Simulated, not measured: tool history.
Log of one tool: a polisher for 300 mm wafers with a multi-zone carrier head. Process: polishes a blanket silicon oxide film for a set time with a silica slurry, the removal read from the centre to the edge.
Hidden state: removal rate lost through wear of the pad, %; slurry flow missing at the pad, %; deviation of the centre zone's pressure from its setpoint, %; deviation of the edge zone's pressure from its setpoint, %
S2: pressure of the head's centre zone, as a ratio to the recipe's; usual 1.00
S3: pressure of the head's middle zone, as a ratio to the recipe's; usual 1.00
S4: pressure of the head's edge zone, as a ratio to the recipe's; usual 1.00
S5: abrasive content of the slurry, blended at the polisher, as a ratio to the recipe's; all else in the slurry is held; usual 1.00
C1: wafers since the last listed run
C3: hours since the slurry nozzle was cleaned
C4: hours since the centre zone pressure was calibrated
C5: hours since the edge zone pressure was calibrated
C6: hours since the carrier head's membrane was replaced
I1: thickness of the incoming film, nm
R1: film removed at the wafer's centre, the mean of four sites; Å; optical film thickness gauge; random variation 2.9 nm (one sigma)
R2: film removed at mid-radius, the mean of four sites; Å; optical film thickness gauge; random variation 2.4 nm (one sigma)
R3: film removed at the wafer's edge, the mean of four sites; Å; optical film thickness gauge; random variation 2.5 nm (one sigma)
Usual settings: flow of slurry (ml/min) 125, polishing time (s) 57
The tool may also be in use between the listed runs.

{"run": 1, "hour": 0.0, "flow of slurry (ml/min)": 125, "S2": 1.0, "S3": 1.0, "S4": 1.0, "S5": 1.15, "polishing time (s)": 57, "C1": 0, "wafers polished on this pad": 68, "C3": 105.9, "C4": 205.3, "C5": 121.5, "C6": 1955.0, "I1": 867.0, "R1": 3002, "R2": 2948, "R3": 3038}
{"hour": 17.8, "done": "carrier head's membrane replaced by a new one"}
{"run": 2, "hour": 18.3, "flow of slurry (ml/min)": 125, "S2": 1.0, "S3": 1.0, "S4": 1.0, "S5": 1.0, "polishing time (s)": 57, "C1": 172, "wafers polished on this pad": 241, "C3": 124.2, "C4": 223.6, "C5": 139.8, "C6": 0.5, "I1": 866.6, "R1": 2793, "R2": 2726, "R3": 2813}
{"run": 3, "hour": 22.9, "flow of slurry (ml/min)": 125, "S2": 1.0, "S3": 1.0, "S4": 1.0, "S5": 1.0, "polishing time (s)": 57, "C1": 59, "wafers polished on this pad": 301, "C3": 128.8, "C4": 228.2, "C5": 144.4, "C6": 5.1, "I1": 855.1, "R1": 2743, "R2": 2754, "R3": 2711}
{"run": 4, "hour": 35.6, "flow of slurry (ml/min)": 125, "S2": 1.0, "S3": 1.0, "S4": 1.0, "S5": 1.0, "polishing time (s)": 66, "C1": 164, "wafers polished on this pad": 466, "C3": 141.5, "C4": 240.9, "C5": 157.1, "C6": 17.8, "I1": 865.3, "R1": 3151, "R2": 3096, "R3": 3108}
{"run": 5, "hour": 51.1, "flow of slurry (ml/min)": 125, "S2": 1.0, "S3": 1.0, "S4": 1.0, "S5": 1.0, "polishing time (s)": 66, "C1": 201, "wafers polished on this pad": 667, "C3": 157.0, "C4": 256.4, "C5": 172.6, "C6": 33.3, "I1": 853.2, "R1": 3102, "R2": 3040, "R3": 3055}
{"run": 6, "hour": 58.1, "flow of slurry (ml/min)": 125, "S2": 1.0, "S3": 1.0, "S4": 1.0, "S5": 1.0, "polishing time (s)": 57, "C1": 90, "wafers polished on this pad": 758, "C3": 164.0, "C4": 263.4, "C5": 179.6, "C6": 40.3, "I1": 846.4, "R1": 2662, "R2": 2639, "R3": 2713}
{"run": 7, "hour": 67.2, "flow of slurry (ml/min)": 85, "S2": 1.0, "S3": 1.0, "S4": 1.11, "S5": 1.0, "polishing time (s)": 57, "C1": 118, "wafers polished on this pad": 876, "C3": 173.1, "C4": 272.5, "C5": 188.7, "C6": 49.4, "I1": 865.0, "R1": 2325, "R2": 2294, "R3": 2557}
{"run": 8, "hour": 75.5, "flow of slurry (ml/min)": 100, "S2": 0.94, "S3": 1.0, "S4": 0.95, "S5": 1.0, "polishing time (s)": 57, "C1": 107, "wafers polished on this pad": 984, "C3": 181.4, "C4": 280.8, "C5": 197.0, "C6": 57.7, "I1": 856.5, "R1": 2288, "R2": 2418, "R3": 2469}
{"hour": 83.2, "done": "worn pad replaced by a new one"}
{"hour": 89.8, "done": "slurry nozzle cleaned"}
{"run": 9, "hour": 90.6, "flow of slurry (ml/min)": 125, "S2": 0.9, "S3": 1.0, "S4": 0.94, "S5": 1.0, "polishing time (s)": 72, "C1": 131, "wafers polished on this pad": 83, "C3": 0.8, "C4": 295.9, "C5": 212.1, "C6": 72.8, "I1": 857.2, "R1": 3144, "R2": 3486, "R3": 3451}
{"run": 10, "hour": 96.7, "flow of slurry (ml/min)": 125, "S2": 1.0, "S3": 1.0, "S4": 1.0, "S5": 1.0, "polishing time (s)": 57, "C1": 79, "wafers polished on this pad": 162, "C3": 6.9, "C4": 302.0, "C5": 218.2, "C6": 78.9, "I1": 857.4, "R1": 2747, "R2": 2737, "R3": 2777}
{"hour": 106.7, "done": "centre zone pressure recalibrated"}
{"run": 11, "hour": 111.0, "flow of slurry (ml/min)": 125, "S2": 1.0, "S3": 1.0, "S4": 1.0, "S5": 1.0, "polishing time (s)": 43, "C1": 159, "wafers polished on this pad": 322, "C3": 21.2, "C4": 4.3, "C5": 232.5, "C6": 93.2, "I1": 871.9, "R1": 2029, "R2": 2016, "R3": 2043}
{"run": 12, "hour": 127.1, "flow of slurry (ml/min)": 125, "S2": 1.0, "S3": 1.0, "S4": 1.0, "S5": 1.0, "polishing time (s)": 57, "C1": 209, "wafers polished on this pad": 531, "C3": 37.3, "C4": 20.4, "C5": 248.6, "C6": 109.3, "I1": 853.9, "R1": 2636, "R2": 2651, "R3": 2703}
{"run": 13, "hour": 143.3, "flow of slurry (ml/min)": 125, "S2": 0.91, "S3": 1.08, "S4": 1.1, "S5": 1.0, "polishing time (s)": 41, "C1": 210, "wafers polished on this pad": 741, "C3": 53.5, "C4": 36.6, "C5": 264.8, "C6": 125.5, "I1": 851.7, "R1": 1748, "R2": 2011, "R3": 1958}
{"run": 14, "hour": 151.6, "flow of slurry (ml/min)": 125, "S2": 1.05, "S3": 1.0, "S4": 1.0, "S5": 1.3, "polishing time (s)": 65, "C1": 107, "wafers polished on this pad": 849, "C3": 61.8, "C4": 44.9, "C5": 273.1, "C6": 133.8, "I1": 856.7, "R1": 3553, "R2": 3396, "R3": 3351}
{"run": 15, "hour": 166.6, "flow of slurry (ml/min)": 125, "S2": 1.0, "S3": 0.93, "S4": 1.0, "S5": 1.0, "polishing time (s)": 57, "C1": 194, "wafers polished on this pad": 1044, "C3": 76.8, "C4": 59.9, "C5": 288.1, "C6": 148.8, "I1": 862.5, "R1": 2642, "R2": 2427, "R3": 2604}
{"hour": 182.0, "done": "worn pad replaced by a new one"}
{"run": 16, "hour": 184.5, "flow of slurry (ml/min)": 125, "S2": 0.97, "S3": 0.91, "S4": 0.92, "S5": 1.0, "polishing time (s)": 41, "C1": 180, "wafers polished on this pad": 32, "C3": 94.7, "C4": 77.8, "C5": 306.0, "C6": 166.7, "I1": 871.7, "R1": 1979, "R2": 1858, "R3": 1952}
{"hour": 188.2, "done": "edge zone pressure recalibrated"}
{"run": 17, "hour": 199.9, "flow of slurry (ml/min)": 165, "S2": 1.0, "S3": 1.0, "S4": 1.0, "S5": 1.0, "polishing time (s)": 57, "C1": 174, "wafers polished on this pad": 206, "C3": 110.1, "C4": 93.2, "C5": 11.7, "C6": 182.1, "I1": 854.8, "R1": 2996, "R2": 2941, "R3": 2865}
{"run": 18, "hour": 215.4, "flow of slurry (ml/min)": 125, "S2": 1.0, "S3": 1.0, "S4": 1.0, "S5": 1.0, "polishing time (s)": 57, "C1": 201, "wafers polished on this pad": 407, "C3": 125.6, "C4": 108.7, "C5": 27.2, "C6": 197.6, "I1": 868.5, "R1": 2754, "R2": 2688, "R3": 2734}
{"run": 19, "hour": 228.1, "flow of slurry (ml/min)": 90, "S2": 1.0, "S3": 1.0, "S4": 1.07, "S5": 1.2, "polishing time (s)": 74, "C1": 164, "wafers polished on this pad": 572, "C3": 138.3, "C4": 121.4, "C5": 39.9, "C6": 210.3, "I1": 854.5, "R1": 3385, "R2": 3393, "R3": 3692}
{"run": 20, "hour": 244.6, "flow of slurry (ml/min)": 125, "S2": 1.0, "S3": 1.0, "S4": 1.05, "S5": 1.0, "polishing time (s)": 57, "C1": 214, "wafers polished on this pad": 787, "C3": 154.8, "C4": 137.9, "C5": 56.4, "C6": 226.8, "I1": 854.2, "R1": 2693, "R2": 2630, "R3": 2745}
{"run": 21, "hour": 255.3, "flow of slurry (ml/min)": 100, "S2": 0.9, "S3": 1.0, "S4": 1.07, "S5": 1.0, "polishing time (s)": 57, "C1": 139, "wafers polished on this pad": 926, "C3": 165.5, "C4": 148.6, "C5": 67.1, "C6": 237.5, "I1": 857.8, "R1": 2187, "R2": 2413, "R3": 2571}
{"run": 22, "hour": 272.5, "flow of slurry (ml/min)": 155, "S2": 1.06, "S3": 1.0, "S4": 1.0, "S5": 1.0, "polishing time (s)": 57, "C1": 223, "wafers polished on this pad": 1149, "C3": 182.7, "C4": 165.8, "C5": 84.3, "C6": 254.7, "I1": 856.7, "R1": 2930, "R2": 2723, "R3": 2712}

Forecast each of these 3 alternatives for the next run:
{"run": "A", "hour": 272.9, "flow of slurry (ml/min)": 105, "S2": 1.0, "S3": 1.0, "S4": 1.0, "S5": 1.0, "polishing time (s)": 57, "C1": 5, "wafers polished on this pad": 1154, "C3": 183.1, "C4": 166.2, "C5": 84.7, "C6": 255.1, "I1": 865.2, "R1": "?", "R2": "?", "R3": "?"}
{"run": "B", "hour": 272.9, "flow of slurry (ml/min)": 90, "S2": 1.0, "S3": 1.0, "S4": 1.0, "S5": 0.75, "polishing time (s)": 64, "C1": 5, "wafers polished on this pad": 1154, "C3": 183.1, "C4": 166.2, "C5": 84.7, "C6": 255.1, "I1": 865.2, "R1": "?", "R2": "?", "R3": "?"}
{"run": "C", "hour": 272.9, "flow of slurry (ml/min)": 125, "S2": 1.0, "S3": 0.9, "S4": 0.9, "S5": 1.0, "polishing time (s)": 50, "C1": 5, "wafers polished on this pad": 1154, "C3": 183.1, "C4": 166.2, "C5": 84.7, "C6": 255.1, "I1": 865.2, "R1": "?", "R2": "?", "R3": "?"}

run=A R1=2504 R2=2439 R3=2535
run=B R1=2236 R2=2195 R3=2321
run=C R1=2320 R2=2062 R3=2192
Without the tool's hidden state the same runs would have given:
run=A R1=2719 R2=2649 R3=2752
run=B R1=2427 R2=2384 R3=2520
run=C R1=2519 R2=2238 R3=2379
